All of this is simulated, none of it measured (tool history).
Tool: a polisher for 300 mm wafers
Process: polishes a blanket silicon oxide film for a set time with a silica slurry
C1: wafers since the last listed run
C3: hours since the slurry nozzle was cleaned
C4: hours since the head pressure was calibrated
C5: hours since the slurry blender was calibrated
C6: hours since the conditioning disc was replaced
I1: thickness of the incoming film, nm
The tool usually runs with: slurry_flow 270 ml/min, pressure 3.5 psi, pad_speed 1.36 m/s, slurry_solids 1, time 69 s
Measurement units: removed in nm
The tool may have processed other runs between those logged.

Run 1, day 0: usual settings; C1 0; wafers polished on this pad 386; C3 10.3; C4 55.7; C5 134.7; C6 361.6; I1 1381.6. Result: removed 237.5 nm.
Run 2, day 0.729: usual settings; C1 281; wafers polished on this pad 667; C3 27.8; C4 73.2; C5 152.2; C6 379.1; I1 1402.2. Result: removed 238.7 nm.
Run 3, day 1.329: usual settings; C1 231; wafers polished on this pad 899; C3 42.2; C4 87.6; C5 166.6; C6 393.5; I1 1404.9. Result: removed 236.6 nm.
Run 4, day 1.85: usual settings but slurry_flow 240 ml/min, pressure 2.6 psi, pad_speed 1.2 m/s, slurry_solids 0.8; C1 201; wafers polished on this pad 1101; C3 54.7; C4 100.1; C5 179.1; C6 406; I1 1390.3. Result: removed 150 nm.
Run 5, day 2.321: usual settings; C1 181; wafers polished on this pad 1283; C3 66; C4 111.4; C5 190.4; C6 417.3; I1 1383.1. Result: removed 238.4 nm.
Run 6, day 2.65: usual settings but slurry_flow 350 ml/min, pad_speed 1.62 m/s; C1 127; wafers polished on this pad 1410; C3 73.9; C4 119.3; C5 198.3; C6 425.2; I1 1406.7. Result: removed 264.7 nm.
Run 7, day 3.121: usual settings but pressure 4.2 psi, pad_speed 1.82 m/s, time 52 s; C1 181; wafers polished on this pad 1592; C3 85.2; C4 130.6; C5 209.6; C6 436.5; I1 1356.1. Result: removed 253.3 nm.
At day 3.296: worn pad replaced by a new one.
Run 8, day 3.371: usual settings but slurry_solids 0.75; C1 32; wafers polished on this pad 28; C3 91.2; C4 136.6; C5 215.6; C6 442.5; I1 1353.4. Result: removed 216.1 nm.
Run 9, day 3.742: usual settings but slurry_flow 190 ml/min, slurry_solids 0.8; C1 143; wafers polished on this pad 172; C3 100.1; C4 145.5; C5 224.5; C6 451.4; I1 1385.1. Result: removed 213.4 nm.
Run 10, day 4.204: usual settings; C1 178; wafers polished on this pad 350; C3 111.2; C4 156.6; C5 235.6; C6 462.5; I1 1374.1. Result: removed 240 nm.
Run 11, day 4.629: usual settings but pressure 2.6 psi; C1 164; wafers polished on this pad 515; C3 121.4; C4 166.8; C5 245.8; C6 472.7; I1 1387. Result: removed 180.8 nm.
Run 12, day 5.021: usual settings but pad_speed 1.72 m/s, time 91 s; C1 151; wafers polished on this pad 666; C3 130.8; C4 176.2; C5 255.2; C6 482.1; I1 1364. Result: removed 363.2 nm.
Run 13, day 5.462: usual settings; C1 170; wafers polished on this pad 837; C3 141.4; C4 186.8; C5 265.8; C6 492.7; I1 1366.4. Result: removed 246.7 nm.
Run 14, day 5.867: usual settings but pressure 2.5 psi, slurry_solids 0.9; C1 156; wafers polished on this pad 993; C3 151.1; C4 196.5; C5 275.5; C6 502.4; I1 1363.5. Result: removed 166.4 nm.
Run 15, day 6.579: usual settings; C1 275; wafers polished on this pad 1268; C3 168.2; C4 213.6; C5 292.6; C6 519.5; I1 1402.8. Result: removed 250.4 nm.
At day 6.85: conditioning disc replaced and pad reconditioned.
Run 16, day 7.3: usual settings but slurry_solids 1.25; C1 246; wafers polished on this pad 1515; C3 185.5; C4 230.9; C5 309.9; C6 10.8; I1 1395. Result: removed 266.7 nm.
At day 7.667: worn pad replaced by a new one.
Run 17, day 7.971: usual settings but pressure 2.7 psi, pad_speed 1.14 m/s, slurry_solids 1.2; C1 194; wafers polished on this pad 118; C3 201.6; C4 247; C5 326; C6 26.9; I1 1390.1. Result: removed 190.4 nm.
At day 8.133: slurry blender recalibrated.
Run 18, day 8.388: usual settings; C1 128; wafers polished on this pad 246; C3 211.6; C4 257; C5 6.1; C6 36.9; I1 1371.6. Result: removed 249 nm.
Run 19, day 9.1: usual settings but pressure 2.5 psi, slurry_solids 0.9; C1 275; wafers polished on this pad 522; C3 228.7; C4 274.1; C5 23.2; C6 54; I1 1395.1. Result: removed 171.1 nm.
Run 20, day 9.842: usual settings; C1 286; wafers polished on this pad 808; C3 246.5; C4 291.9; C5 41; C6 71.8; I1 1396.4. Result: removed 249.3 nm.
Run 21, day 10.362: usual settings but slurry_flow 220 ml/min, pressure 4.4 psi, pad_speed 1.14 m/s, time 83 s; C1 201; wafers polished on this pad 1010; C3 259; C4 304.4; C5 53.5; C6 84.3; I1 1383.3. Result: removed 344.3 nm.
Run 22, day 10.646: usual settings but pressure 4.2 psi, slurry_solids 0.85, time 45 s; C1 109; wafers polished on this pad 1119; C3 265.8; C4 311.2; C5 60.3; C6 91.1; I1 1355.2. Result: removed 186.5 nm.
Run 23, day 10.938: usual settings but pressure 4.2 psi, pad_speed 1.82 m/s, time 52 s; C1 112; wafers polished on this pad 1232; C3 272.8; C4 318.2; C5 67.3; C6 98.1; I1 1354.3. Result: removed 264.2 nm.
Run 24, day 11.512: usual settings but slurry_solids 0.8; C1 222; wafers polished on this pad 1454; C3 286.6; C4 332; C5 81.1; C6 111.9; I1 1371.9. Result: removed 226.1 nm.
Run 25, day 12.092: usual settings but slurry_flow 175 ml/min, pressure 2.4 psi, pad_speed 1.8 m/s; C1 223; wafers polished on this pad 1678; C3 300.5; C4 345.9; C5 95; C6 125.8; I1 1392. Result: removed 186.7 nm.
At day 12.571: worn pad replaced by a new one.
Run 26, day 12.596: usual settings; C1 130; wafers polished on this pad 10; C3 312.6; C4 358; C5 107.1; C6 137.9; I1 1404.1. Result: removed 251 nm.
Run 27, day 13.1: usual settings but slurry_flow 340 ml/min, pad_speed 1.6 m/s; C1 194; wafers polished on this pad 204; C3 324.7; C4 370.1; C5 119.2; C6 150; I1 1385.6. Result: removed 280.1 nm.

3 ways to go on from here, each from the tool as it stands after run 27. What would each give?
Run A, day 13.117: usual settings; C1 6; wafers polished on this pad 211; C3 325.1; C4 370.5; C5 119.6; C6 150.4; I1 1397.6. Result: removed ?.
Run B, day 13.117: usual settings but pressure 4 psi, pad_speed 1.04 m/s, slurry_solids 0.9; C1 6; wafers polished on this pad 211; C3 325.1; C4 370.5; C5 119.6; C6 150.4; I1 1397.6. Result: removed ?.
Run C, day 13.117: usual settings but pad_speed 1.04 m/s, slurry_solids 1.25; C1 6; wafers polished on this pad 211; C3 325.1; C4 370.5; C5 119.6; C6 150.4; I1 1397.6. Result: removed ?.

run  removed
  A    252.5
  B    244.4
  C    244.1
With no hidden state in the tool, these same runs would have given:
run  removed
  A    232.1
  B    224.6
  C    224.4
